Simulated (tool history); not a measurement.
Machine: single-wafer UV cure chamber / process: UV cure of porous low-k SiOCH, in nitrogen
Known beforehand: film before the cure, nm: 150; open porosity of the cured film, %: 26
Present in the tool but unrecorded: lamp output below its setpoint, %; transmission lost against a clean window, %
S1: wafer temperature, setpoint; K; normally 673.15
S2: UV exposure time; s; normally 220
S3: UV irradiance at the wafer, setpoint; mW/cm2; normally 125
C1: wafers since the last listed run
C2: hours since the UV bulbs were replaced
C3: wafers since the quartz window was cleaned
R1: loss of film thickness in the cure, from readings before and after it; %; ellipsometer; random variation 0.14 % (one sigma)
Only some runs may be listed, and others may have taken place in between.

{"run": 1, "hour": 0.0, "S1": 673.15, "S2": 220, "S3": 125, "C1": 0, "C2": 1869.8, "C3": 647, "R1": 11.25}
{"run": 2, "hour": 20.3, "S1": 673.15, "S2": 220, "S3": 125, "C1": 243, "C2": 1890.1, "C3": 890, "R1": 11.301}
{"run": 3, "hour": 33.8, "S1": 673.15, "S2": 220, "S3": 125, "C1": 161, "C2": 1903.6, "C3": 1052, "R1": 11.063}
{"hour": 62.9, "done": "quartz window cleaned"}
{"run": 4, "hour": 63.4, "S1": 673.15, "S2": 220, "S3": 125, "C1": 258, "C2": 1933.2, "C3": 6, "R1": 11.443}
{"run": 5, "hour": 92.5, "S1": 673.15, "S2": 220, "S3": 147, "C1": 348, "C2": 1962.3, "C3": 354, "R1": 12.191}
{"run": 6, "hour": 167.3, "S1": 673.15, "S2": 220, "S3": 147, "C1": 895, "C2": 2037.1, "C3": 1250, "R1": 11.933}
{"run": 7, "hour": 188.0, "S1": 673.15, "S2": 220, "S3": 147, "C1": 247, "C2": 2057.8, "C3": 1497, "R1": 11.825}
{"hour": 204.8, "done": "quartz window cleaned"}
{"run": 8, "hour": 220.4, "S1": 673.15, "S2": 220, "S3": 125, "C1": 292, "C2": 2090.2, "C3": 186, "R1": 11.531}
{"run": 9, "hour": 236.9, "S1": 673.15, "S2": 220, "S3": 125, "C1": 197, "C2": 2106.7, "C3": 384, "R1": 11.542}
{"run": 10, "hour": 255.9, "S1": 673.15, "S2": 220, "S3": 125, "C1": 227, "C2": 2125.7, "C3": 611, "R1": 11.333}
{"run": 11, "hour": 291.3, "S1": 673.15, "S2": 220, "S3": 125, "C1": 423, "C2": 2161.1, "C3": 1035, "R1": 11.23}
{"hour": 315.8, "done": "quartz window cleaned"}
{"run": 12, "hour": 324.2, "S1": 673.15, "S2": 220, "S3": 125, "C1": 298, "C2": 2194.0, "C3": 100, "R1": 11.494}
{"run": 13, "hour": 349.1, "S1": 673.15, "S2": 220, "S3": 125, "C1": 298, "C2": 2218.9, "C3": 399, "R1": 11.405}
{"run": 14, "hour": 381.0, "S1": 673.15, "S2": 255, "S3": 125, "C1": 381, "C2": 2250.8, "C3": 780, "R1": 11.727}
{"run": 15, "hour": 404.2, "S1": 687.15, "S2": 140, "S3": 156, "C1": 277, "C2": 2274.0, "C3": 1058, "R1": 10.311}
{"run": 16, "hour": 430.7, "S1": 662.15, "S2": 170, "S3": 98, "C1": 317, "C2": 2300.5, "C3": 1376, "R1": 8.577}
{"hour": 450.6, "done": "UV bulbs replaced"}
{"run": 17, "hour": 451.1, "S1": 673.15, "S2": 220, "S3": 150, "C1": 148, "C2": 0.5, "C3": 1524, "R1": 13.643}
{"hour": 460.7, "done": "quartz window cleaned"}
{"run": 18, "hour": 469.4, "S1": 673.15, "S2": 300, "S3": 125, "C1": 123, "C2": 18.8, "C3": 104, "R1": 15.023}
{"run": 19, "hour": 491.9, "S1": 661.15, "S2": 220, "S3": 125, "C1": 269, "C2": 41.3, "C3": 373, "R1": 13.307}
{"run": 20, "hour": 515.7, "S1": 673.15, "S2": 220, "S3": 163, "C1": 284, "C2": 65.1, "C3": 658, "R1": 14.62}
{"run": 21, "hour": 544.5, "S1": 673.15, "S2": 130, "S3": 88, "C1": 344, "C2": 93.9, "C3": 1003, "R1": 9.197}
{"run": 22, "hour": 569.1, "S1": 665.15, "S2": 280, "S3": 125, "C1": 294, "C2": 118.5, "C3": 1298, "R1": 13.999}
{"hour": 579.9, "done": "quartz window cleaned"}
{"run": 23, "hour": 588.4, "S1": 673.15, "S2": 220, "S3": 90, "C1": 135, "C2": 137.8, "C3": 101, "R1": 11.874}
{"run": 24, "hour": 618.9, "S1": 673.15, "S2": 220, "S3": 125, "C1": 365, "C2": 168.3, "C3": 467, "R1": 12.994}
{"run": 25, "hour": 647.5, "S1": 673.15, "S2": 220, "S3": 125, "C1": 342, "C2": 196.9, "C3": 809, "R1": 12.701}

Hidden state or all else? Some run-to-run changes of R1, split into what the settings, what came in and random variation would give without the hidden state, and what is left for the hidden state (with any gauge scatter that isn't in both results):
Run 16 -> 17: S1 662.15 -> 673.15, S2 170 -> 220, S3 98 -> 150, UV bulbs replaced. R1 +5.066 %: hidden state +1.724, all else +3.342.
Run 17 -> 18: S2 220 -> 300, S3 150 -> 125, quartz window cleaned. R1 +1.380 %: hidden state +0.709, all else +0.671.
Run 20 -> 21: S2 220 -> 130, S3 163 -> 88. R1 -5.423 %: hidden state -0.155, all else -5.268.
